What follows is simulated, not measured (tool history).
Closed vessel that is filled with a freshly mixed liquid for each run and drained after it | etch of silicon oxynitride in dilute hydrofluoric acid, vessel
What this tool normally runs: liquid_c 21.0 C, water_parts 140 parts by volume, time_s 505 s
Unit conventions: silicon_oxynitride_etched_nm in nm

run,hour,liquid_c,water_parts,time_s,wafers since the last listed run,hours since the thermometer was replaced,hours since the hydrofluoric acid flow meter was replaced,hours since the gauge calibration,"read-back film thickness of the silicon oxynitride reference wafer, read on the same gauge (nm)",silicon_oxynitride_etched_nm
1,0.0,21.0,140,505,0,1731.4,1565.2,792.1,60.009,4.460
2,23.5,21.0,140,505,1994,1754.9,1588.7,815.6,60.008,4.474
3,105.5,21.0,140,505,6959,1836.9,1670.7,897.6,59.970,4.447
4,127.4,21.0,140,505,1858,1858.8,1692.6,919.5,60.015,4.452
5,140.4,21.0,140,505,1103,1871.8,1705.6,932.5,60.013,4.485
6,156.8,21.0,140,505,1391,1888.2,1722.0,948.9,59.990,4.445
7,182.0,21.0,140,405,2138,1913.4,1747.2,974.1,59.998,3.592
# hour 189.4: gauge calibrated
8,214.0,21.0,140,405,2716,1945.4,1779.2,24.6,60.027,3.584
9,238.9,21.0,140,405,2113,1970.3,1804.1,49.5,59.964,3.589
10,256.3,21.0,140,285,1476,1987.7,1821.5,66.9,60.014,2.515
11,268.9,21.0,140,285,1069,2000.3,1834.1,79.5,59.964,2.535
# hour 285.7: thermometer replaced
12,302.6,24.5,140,505,2775,16.9,1867.8,113.2,59.998,5.882
13,338.0,21.0,140,505,3004,52.3,1903.2,148.6,60.034,4.975
14,358.5,19.0,100,760,1739,72.8,1923.7,169.1,60.027,9.787
15,380.5,22.5,105,410,1867,94.8,1945.7,191.1,59.990,5.921
16,394.8,24.5,140,250,1213,109.1,1960.0,205.4,60.008,2.918
17,414.2,21.0,140,285,1646,128.5,1979.4,224.8,59.959,2.820
# hour 428.0: hydrofluoric acid flow meter replaced
18,444.2,26.0,175,610,2461,158.5,16.2,254.8,59.989,5.316
19,462.9,21.0,140,350,1587,177.2,34.9,273.5,60.011,3.135
20,494.8,21.0,140,595,2707,209.1,66.8,305.4,60.025,5.338
21,527.8,21.0,140,505,2800,242.1,99.8,338.4,60.000,4.468
22,543.1,26.0,160,505,1298,257.4,115.1,353.7,60.003,4.943
23,561.8,24.5,85,505,1587,276.1,133.8,372.4,59.997,9.116
24,574.7,17.5,85,505,1094,289.0,146.7,385.3,59.975,6.492
25,594.7,24.5,110,505,1697,309.0,166.7,405.3,59.991,6.890
26,610.0,23.5,115,710,1298,324.3,182.0,420.6,60.020,8.749
27,630.5,21.0,140,505,1739,344.8,202.5,441.1,59.987,4.478
28,646.2,23.5,115,300,1332,360.5,218.2,456.8,59.989,3.759
29,658.3,22.5,190,265,1027,372.6,230.3,468.9,60.004,1.801
30,688.6,21.0,90,700,2571,402.9,260.6,499.2,59.975,9.969
31,700.9,22.5,115,355,1043,415.2,272.9,511.5,60.008,4.241
32,736.2,24.5,110,505,2996,450.5,308.2,546.8,59.973,6.922

Results for each run, recomputed without the tool's hidden state and with each run's random variation untouched:
What the log doesn't record here: liquid colder than its thermometer reads (K); hydrofluoric acid flow above the setpoint (%); gauge reads high (%).
run,silicon_oxynitride_etched_nm
1,4.555
2,4.571
3,4.548
4,4.553
5,4.588
6,4.549
7,3.677
8,3.670
9,3.677
10,2.577
11,2.598
12,5.370
13,4.549
14,8.982
15,5.428
16,2.666
17,2.582
18,5.381
19,3.179
20,5.411
21,4.530
22,5.006
23,9.253
24,6.599
25,6.992
26,8.876
27,4.545
28,3.816
29,1.825
30,10.137
31,4.307
32,7.030

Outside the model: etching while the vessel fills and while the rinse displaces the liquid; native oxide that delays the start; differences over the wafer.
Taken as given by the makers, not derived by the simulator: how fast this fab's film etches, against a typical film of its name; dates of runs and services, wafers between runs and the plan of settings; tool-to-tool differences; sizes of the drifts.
